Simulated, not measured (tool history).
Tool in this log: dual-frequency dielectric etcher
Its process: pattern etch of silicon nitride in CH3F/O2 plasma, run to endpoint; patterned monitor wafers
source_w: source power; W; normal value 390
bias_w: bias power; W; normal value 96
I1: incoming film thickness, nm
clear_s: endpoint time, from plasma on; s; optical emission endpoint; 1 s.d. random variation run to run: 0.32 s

{"run": 1, "day": 0.0, "source_w": 390, "bias_w": 84, "I1": 102.4, "clear_s": 108.7}
{"day": 0.088, "done": "wet clean of the chamber"}
{"run": 2, "day": 1.883, "source_w": 390, "bias_w": 84, "I1": 102.4, "clear_s": 110.6}
{"run": 3, "day": 4.058, "source_w": 390, "bias_w": 84, "I1": 102.9, "clear_s": 110.6}
{"run": 4, "day": 5.208, "source_w": 450, "bias_w": 84, "I1": 101.5, "clear_s": 103.8}
{"run": 5, "day": 7.388, "source_w": 390, "bias_w": 96, "I1": 102.2, "clear_s": 101.7}
{"day": 15.075, "done": "wet clean of the chamber"}
{"run": 6, "day": 15.967, "source_w": 390, "bias_w": 96, "I1": 101.8, "clear_s": 103.1}
{"run": 7, "day": 18.946, "source_w": 390, "bias_w": 96, "I1": 103.2, "clear_s": 103.6}
{"run": 8, "day": 20.004, "source_w": 390, "bias_w": 88, "I1": 103.0, "clear_s": 108.3}
{"day": 21.7, "done": "upper electrode replaced"}
{"run": 9, "day": 22.625, "source_w": 390, "bias_w": 88, "I1": 102.2, "clear_s": 106.7}
{"run": 10, "day": 24.075, "source_w": 390, "bias_w": 88, "I1": 103.2, "clear_s": 107.6}
{"run": 11, "day": 25.792, "source_w": 390, "bias_w": 96, "I1": 102.4, "clear_s": 101.8}
{"day": 28.075, "done": "wet clean of the chamber"}
{"run": 12, "day": 28.2, "source_w": 390, "bias_w": 96, "I1": 102.6, "clear_s": 105.6}
{"run": 13, "day": 30.933, "source_w": 390, "bias_w": 88, "I1": 101.9, "clear_s": 107.7}
{"run": 14, "day": 32.117, "source_w": 320, "bias_w": 118, "I1": 102.5, "clear_s": 99.8}
{"run": 15, "day": 33.592, "source_w": 390, "bias_w": 88, "I1": 102.4, "clear_s": 108.5}
{"run": 16, "day": 35.904, "source_w": 460, "bias_w": 119, "I1": 103.0, "clear_s": 89.8}
{"run": 17, "day": 37.296, "source_w": 390, "bias_w": 114, "I1": 102.6, "clear_s": 96.1}
{"day": 38.05, "done": "bias power generator calibrated"}
{"day": 41.467, "done": "source power generator calibrated"}
{"day": 44.479, "done": "wet clean of the chamber"}
{"run": 18, "day": 46.254, "source_w": 390, "bias_w": 103, "I1": 103.0, "clear_s": 103.2}
{"run": 19, "day": 47.371, "source_w": 450, "bias_w": 72, "I1": 102.8, "clear_s": 115.0}
{"run": 20, "day": 49.871, "source_w": 310, "bias_w": 120, "I1": 102.4, "clear_s": 99.9}
{"run": 21, "day": 55.404, "source_w": 300, "bias_w": 112, "I1": 102.2, "clear_s": 103.2}
{"run": 22, "day": 56.788, "source_w": 310, "bias_w": 112, "I1": 103.0, "clear_s": 102.6}
{"day": 59.183, "done": "wet clean of the chamber"}
{"run": 23, "day": 59.204, "source_w": 390, "bias_w": 115, "I1": 102.4, "clear_s": 96.2}
{"run": 24, "day": 61.633, "source_w": 360, "bias_w": 86, "I1": 102.8, "clear_s": 112.8}
{"run": 25, "day": 63.312, "source_w": 480, "bias_w": 113, "I1": 101.9, "clear_s": 90.5}

Consider 3 possible next runs. They are alternatives, not a sequence: every one starts from the tool as it was left by run 25. What does each give?
{"run": "A", "day": 63.333, "source_w": 290, "bias_w": 96, "I1": 102.6, "clear_s": "?"}
{"run": "B", "day": 63.333, "source_w": 390, "bias_w": 106, "I1": 102.6, "clear_s": "?"}
{"run": "C", "day": 63.333, "source_w": 480, "bias_w": 83, "I1": 102.6, "clear_s": "?"}

run=A clear_s=112.2
run=B clear_s=98.9
run=C clear_s=104.0
Without the tool's hidden state the same runs would have given:
run=A clear_s=114.1
run=B clear_s=100.5
run=C clear_s=105.7
